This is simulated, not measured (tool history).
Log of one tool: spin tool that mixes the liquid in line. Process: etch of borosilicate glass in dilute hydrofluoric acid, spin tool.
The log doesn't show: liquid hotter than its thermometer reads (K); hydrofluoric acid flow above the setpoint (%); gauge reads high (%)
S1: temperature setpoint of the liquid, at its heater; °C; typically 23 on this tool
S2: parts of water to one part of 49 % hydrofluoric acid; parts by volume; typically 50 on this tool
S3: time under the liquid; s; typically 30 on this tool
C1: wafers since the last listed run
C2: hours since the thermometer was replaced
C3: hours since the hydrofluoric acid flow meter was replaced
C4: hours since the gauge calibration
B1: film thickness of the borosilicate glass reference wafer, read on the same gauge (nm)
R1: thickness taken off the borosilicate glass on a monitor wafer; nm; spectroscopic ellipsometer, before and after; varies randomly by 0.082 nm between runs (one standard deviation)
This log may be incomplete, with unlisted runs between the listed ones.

run    hour    S1  S2  S3    C1      C2      C3      C4     B1     R1
  1       0    23  55  30     0  1662.1   562.4   166.8     30     14
  2    60.4    23  55  30   741  1722.5   622.8   227.2  30.03  13.86
  3   126.6    23  55  30   813  1788.7     689   293.4     30  13.96
  4   186.3    23  50  20   733  1848.4   748.7   353.1  30.03  10.34
  5   215.6    23  50  20   359  1877.7     778   382.4  30.03  10.33
  6   269.6    23  50  20   663  1931.7     832   436.4     30  10.47
  7   306.4    23  50  35   451  1968.5   868.8   473.2     30  18.27
  8   369.6    23  50  35   776  2031.7     932   536.4  30.02  18.11
  9   493.6    23  50  30  1522  2155.7    1056   660.4     30  15.65
 10   550.9    23  50  40   703    2213  1113.3   717.7  30.01  20.84
 11   611.1  24.5  50  30   739  2273.2  1173.5   777.9  29.96  16.62
 12   644.3  24.5  50  30   407  2306.4  1206.7   811.1  29.99  16.66
 13   712.7  24.5  50  30   840  2374.8  1275.1   879.5     30  16.69
 14   758.4    27  50  30   561  2420.5  1320.8   925.2     30  18.76
 15   827.6    27  50  30   849  2489.7    1390   994.4     30  18.48
 16   871.1    23  50  30   534  2533.2  1433.5  1037.9  30.03   15.7
 17   932.4    18  50  35   752  2594.5  1494.8  1099.2  29.99  15.09
      961.5  -- thermometer replaced
 18   983.3  20.5  50  40   612    21.8  1545.7  1150.1  29.98  17.37
 19    1016    23  55  30   401    54.5  1578.4  1182.8  29.99  13.14
     1048.3  -- gauge calibrated
 20  1078.1    23  50  30   762   116.6  1640.5    29.8     30  14.63
 21  1136.1    23  60  30   712   174.6  1698.5    87.8  30.01  11.99
 22  1161.4    23  30  30   310   199.9  1723.8   113.1  29.99  25.07
     1181.2  -- hydrofluoric acid flow meter replaced
 23  1204.1    23  50  30   512   242.6    22.9   155.8  29.98  14.79
 24  1233.8  24.5  35  30   364   272.3    52.6   185.5  29.99  22.58
 25  1289.7    26  50  30   686   328.2   108.5   241.4  29.99  16.69
 26  1323.1    23  50  30   410   361.6   141.9   274.8  29.99  14.65
 27  1358.3    23  60  25   432   396.8   177.1     310  30.01   10.1
 28  1430.1  25.5  30  25   881   468.6   248.9   381.8     30  23.38
 29    1474    23  40  50   539   512.5   292.8   425.7     30  31.28
 30  1515.8  26.5  30  45   513   554.3   334.6   467.5  29.96  43.61

Here are 5 independent what-if runs from the current tool condition. What would each one return?
  A  1516.2    23  65  30   4  554.7  335  467.9   ?   ?
  B  1516.2  21.5  50  15   4  554.7  335  467.9   ?   ?
  C  1516.2  25.5  50  40   4  554.7  335  467.9   ?   ?
  D  1516.2    23  50  15   4  554.7  335  467.9   ?   ?
  E  1516.2    19  50  40   4  554.7  335  467.9   ?   ?

run     B1     R1
  A  30.02  11.28
  B  30.02   7.03
  C  30.02  22.09
  D  30.02   7.48
  E  30.02  16.86
Without the tool's hidden state the same runs would have given:
run     R1
  A  11.03
  B   6.86
  C  21.59
  D   7.31
  E  16.46
